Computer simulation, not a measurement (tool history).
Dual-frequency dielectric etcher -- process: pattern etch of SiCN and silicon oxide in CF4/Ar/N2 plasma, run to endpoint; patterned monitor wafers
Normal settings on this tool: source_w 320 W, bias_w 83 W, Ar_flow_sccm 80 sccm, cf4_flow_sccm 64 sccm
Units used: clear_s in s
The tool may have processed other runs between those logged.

run	hour	source_w	bias_w	Ar_flow_sccm	cf4_flow_sccm	incoming incoming film thickness, nm	clear_s
1	0.0	320	83	80	64	15.60	23.7
# hour 75.2: wet clean of the chamber
2	75.7	320	83	80	64	15.59	23.6
3	113.4	320	83	80	64	15.43	23.2
4	157.0	320	83	80	64	15.57	23.6
5	312.8	320	83	80	64	15.38	23.4
6	340.0	320	83	80	64	15.63	23.6
7	377.3	270	83	80	64	15.44	28.6
# hour 452.0: wet clean of the chamber
8	452.5	270	83	80	64	15.51	28.8
9	470.3	320	83	80	64	15.52	23.7
# hour 497.3: CF4 flow controller replaced
# hour 528.1: bias power generator calibrated
10	540.0	320	83	80	64	15.48	23.6
# hour 582.4: upper electrode replaced
11	596.2	260	83	80	64	15.51	29.8
12	661.1	320	83	80	64	15.34	23.3
# hour 667.5: source power generator calibrated
13	713.2	320	83	80	64	15.51	22.0
14	750.3	280	94	92	64	15.55	25.1
# hour 760.3: Ar flow controller replaced
# hour 800.5: wet clean of the chamber
15	801.0	280	83	72	64	15.53	25.6
16	824.8	370	99	98	64	15.47	18.4
17	884.6	320	83	80	64	15.63	22.3
18	924.3	320	90	80	64	15.46	21.8
19	968.6	290	83	80	78	15.43	23.8

What will run 20 give?
20	1008.7	370	83	80	64	15.30	?

{"run 20": {"clear_s": 18.9}}
With no hidden state in the tool, this same run would have given clear_s 18.7 s.

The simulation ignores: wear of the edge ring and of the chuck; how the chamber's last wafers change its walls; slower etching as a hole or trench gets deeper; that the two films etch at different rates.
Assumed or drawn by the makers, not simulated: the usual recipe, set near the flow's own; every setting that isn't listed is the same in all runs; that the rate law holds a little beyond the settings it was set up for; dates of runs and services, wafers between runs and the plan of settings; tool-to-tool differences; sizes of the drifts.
